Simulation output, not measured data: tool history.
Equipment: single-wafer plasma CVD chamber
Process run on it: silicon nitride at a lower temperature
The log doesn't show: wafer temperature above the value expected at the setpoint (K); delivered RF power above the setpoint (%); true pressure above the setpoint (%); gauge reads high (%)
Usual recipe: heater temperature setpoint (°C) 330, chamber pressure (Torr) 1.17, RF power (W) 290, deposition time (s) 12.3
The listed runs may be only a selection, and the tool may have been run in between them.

run	day	heater temperature setpoint (°C)	chamber pressure (Torr)	RF power (W)	deposition time (s)	wafers since the last listed run	hours since the last thermocouple change	hours since the last RF generator calibration	hours since the last manometer calibration	hours since the showerhead was replaced	hours since the gauge calibration	read-back reference wafer on the same gauge, thickness_nm	mean film thickness on the monitor wafer (nm)
1	0.000	330	1.17	290	12.3	0	1398.1	1861.0	865.5	2564.2	598.1	14.094	12.109
2	1.025	330	1.17	290	12.3	664	1422.7	1885.6	890.1	2588.8	622.7	14.103	12.170
3	3.521	330	1.17	290	12.3	1617	1482.6	1945.5	950.0	2648.7	682.6	14.138	12.145
4	5.817	330	1.17	290	12.3	1487	1537.7	2000.6	1005.1	2703.8	737.7	14.183	12.260
5	8.054	330	1.17	290	12.3	1449	1591.4	2054.3	1058.8	2757.5	791.4	14.211	12.386
6	9.800	330	1.17	320	12.3	1131	1633.3	2096.2	1100.7	2799.4	833.3	14.285	13.366
# day 17.933: gauge calibrated
7	18.142	330	1.17	320	12.3	5405	1833.5	2296.4	1300.9	2999.6	5.0	13.818	13.025
# day 19.117: RF generator calibrated
8	20.992	330	1.17	290	10.7	1630	1901.9	45.0	1369.3	3068.0	73.4	13.835	10.353
# day 21.575: showerhead replaced
# day 22.004: capacitance manometer re-zeroed and calibrated
9	23.321	330	1.28	290	12.3	1077	1957.8	100.9	31.6	41.9	129.3	13.837	12.227
10	25.358	340	1.17	290	12.3	1320	2006.7	149.8	80.5	90.8	178.2	13.836	11.974
11	28.167	330	1.17	290	13.6	1819	2074.1	217.2	147.9	158.2	245.6	13.853	13.248
# day 28.721: thermocouple changed; heater temperature recalibrated
12	30.567	330	1.29	290	13.9	1339	44.3	274.8	205.5	215.8	303.2	13.879	13.924
13	31.650	330	1.17	315	12.3	702	70.3	300.8	231.5	241.8	329.2	13.891	12.961
14	33.596	330	1.17	330	11.0	1260	117.0	347.5	278.2	288.5	375.9	13.881	12.031
15	35.300	330	1.17	290	13.6	1104	157.9	388.4	319.1	329.4	416.8	13.925	13.305
16	37.296	330	1.17	240	12.3	1293	205.8	436.3	367.0	377.3	464.7	13.940	10.137

What if the next run were any one of these 5? Each begins from the tool's condition after run 16:
A	37.312	330	1.17	290	12.3	10	206.2	436.7	367.4	377.7	465.1	?	?
B	37.312	330	1.17	290	10.0	10	206.2	436.7	367.4	377.7	465.1	?	?
C	37.312	330	0.94	290	12.3	10	206.2	436.7	367.4	377.7	465.1	?	?
D	37.312	324	1.17	290	13.5	10	206.2	436.7	367.4	377.7	465.1	?	?
E	37.312	318	1.17	290	14.4	10	206.2	436.7	367.4	377.7	465.1	?	?

run	read-back reference wafer on the same gauge, thickness_nm	mean film thickness on the monitor wafer (nm)
A	13.950	12.109
B	13.950	9.848
C	13.950	11.326
D	13.950	13.312
E	13.950	14.224
Stripped of hidden state, with their random variation kept, the same runs would have yielded:
run	mean film thickness on the monitor wafer (nm)
A	11.980
B	9.743
C	11.205
D	13.171
E	14.073

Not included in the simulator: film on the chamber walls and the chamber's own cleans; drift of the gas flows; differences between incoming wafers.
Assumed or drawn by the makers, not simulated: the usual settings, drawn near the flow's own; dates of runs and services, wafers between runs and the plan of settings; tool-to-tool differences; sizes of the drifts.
